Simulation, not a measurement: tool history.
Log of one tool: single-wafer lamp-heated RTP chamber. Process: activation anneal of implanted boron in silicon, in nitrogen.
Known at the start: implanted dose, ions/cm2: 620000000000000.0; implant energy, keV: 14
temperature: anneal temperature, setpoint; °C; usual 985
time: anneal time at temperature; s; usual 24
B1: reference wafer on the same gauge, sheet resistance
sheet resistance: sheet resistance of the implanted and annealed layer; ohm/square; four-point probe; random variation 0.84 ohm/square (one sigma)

Run 1, hour 0: usual settings but temperature 966 °C; B1 204.03. Result: sheet resistance 185.54 ohm/square.
Run 2, hour 49.7: usual settings but time 29 s; B1 204.29. Result: sheet resistance 174.76 ohm/square.
At hour 72.8: reflector plate cleaned.
Run 3, hour 84.6: usual settings but time 29 s; B1 204.33. Result: sheet resistance 177.48 ohm/square.
Run 4, hour 152.5: usual settings but time 29 s; B1 204.26. Result: sheet resistance 178.94 ohm/square.
Run 5, hour 253.5: usual settings; B1 204. Result: sheet resistance 176.71 ohm/square.
Run 6, hour 280.9: usual settings; B1 203.89. Result: sheet resistance 176.71 ohm/square.
At hour 289.4: pyrometer window cleaned and pyrometer calibrated.
Run 7, hour 313: usual settings; B1 204.38. Result: sheet resistance 177.62 ohm/square.
At hour 365.3: reflector plate cleaned.
Run 8, hour 375.5: usual settings; B1 203.85. Result: sheet resistance 179.57 ohm/square.
At hour 387.5: gauge calibrated.
Run 9, hour 431: usual settings; B1 204.01. Result: sheet resistance 179.55 ohm/square.
Run 10, hour 476.2: usual settings but temperature 1013 °C, time 11 s; B1 204.04. Result: sheet resistance 173.93 ohm/square.
Run 11, hour 528.2: usual settings but temperature 963 °C; B1 204.09. Result: sheet resistance 189.65 ohm/square.
Run 12, hour 562.2: usual settings but time 11 s; B1 203.81. Result: sheet resistance 179.99 ohm/square.
Run 13, hour 594.1: usual settings; B1 203.87. Result: sheet resistance 176.39 ohm/square.
Run 14, hour 649.5: usual settings but temperature 993 °C, time 36 s; B1 204.36. Result: sheet resistance 173.16 ohm/square.
At hour 678.7: reflector plate cleaned.
Run 15, hour 711.4: usual settings but temperature 959 °C; B1 204.19. Result: sheet resistance 199.98 ohm/square.
At hour 759.6: pyrometer window cleaned and pyrometer calibrated.
Run 16, hour 760.1: usual settings; B1 203.85. Result: sheet resistance 177.27 ohm/square.
Run 17, hour 801: usual settings but temperature 967 °C, time 32 s; B1 204.07. Result: sheet resistance 185.03 ohm/square.
Run 18, hour 843.2: usual settings but temperature 1003 °C, time 28 s; B1 204.02. Result: sheet resistance 173.37 ohm/square.
Run 19, hour 873.7: usual settings but temperature 998 °C, time 33 s; B1 204.13. Result: sheet resistance 172.14 ohm/square.

Forecast each of these 3 alternatives for the next run:
Run A, hour 874.1: usual settings but temperature 958 °C; B1 ?. Result: sheet resistance ?.
Run B, hour 874.1: usual settings but temperature 970 °C; B1 ?. Result: sheet resistance ?.
Run C, hour 874.1: usual settings but time 34 s; B1 ?. Result: sheet resistance ?.

run      B1  sheet resistance
  A  204.02             192.9
  B  204.02            183.09
  C  204.02            175.16
Without the tool's hidden state the same runs would have given:
run  sheet resistance
  A            201.89
  B             188.6
  C            177.64
